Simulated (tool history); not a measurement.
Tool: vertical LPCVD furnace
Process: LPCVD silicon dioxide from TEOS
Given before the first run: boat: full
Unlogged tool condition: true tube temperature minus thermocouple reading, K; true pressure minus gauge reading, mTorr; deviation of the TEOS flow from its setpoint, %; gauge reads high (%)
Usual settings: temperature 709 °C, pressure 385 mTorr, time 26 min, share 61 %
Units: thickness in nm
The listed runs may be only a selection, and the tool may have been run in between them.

run,day,temperature,pressure,time,share,wafers since the last listed run,hours since the last temperature calibration,hours since the pressure gauge was zeroed,hours since the TEOS flow controller was replaced,hours since the gauge calibration,"read-back reference wafer on the same gauge, thickness",thickness
1,0,709,410,26,61,0,1611.9,4339.3,2665.9,236.3,255.96,268.41
2,1.342,709,385,26,61,406,1644.1,4371.5,2698.1,268.5,255.97,260.96
3,2.521,709,385,26,61,357,1672.4,4399.8,2726.4,296.8,256.02,260.55
4,3.662,709,385,26,61,346,1699.8,4427.2,2753.8,324.2,256,260.12
5,4.367,709,385,26,61,213,1716.7,4444.1,2770.7,341.1,256.03,260.67
# day 5.767: gauge calibrated
# day 6.221: thermocouples replaced and temperature profile calibrated
# day 6.679: pressure gauge zeroed
6,6.7,709,385,26,61,265,11.5,0.5,2826.7,22.4,256.01,243.54
7,6.846,709,385,26,57,44,15,4,2830.2,25.9,255.92,235.19
8,6.996,700,385,16,61,45,18.6,7.6,2833.8,29.5,256.02,121.8

Expected results for the next run?
# day 8.175: TEOS flow controller replaced
9,8.196,716,410,21.5,69,60,47.4,36.4,0.5,58.3,?,?

{"run 9": {"read-back reference wafer on the same gauge, thickness": 256.05, "thickness": 260.14}}
On a tool with no hidden condition, and with the same random variation, this run would have come out at thickness 252.89 nm.
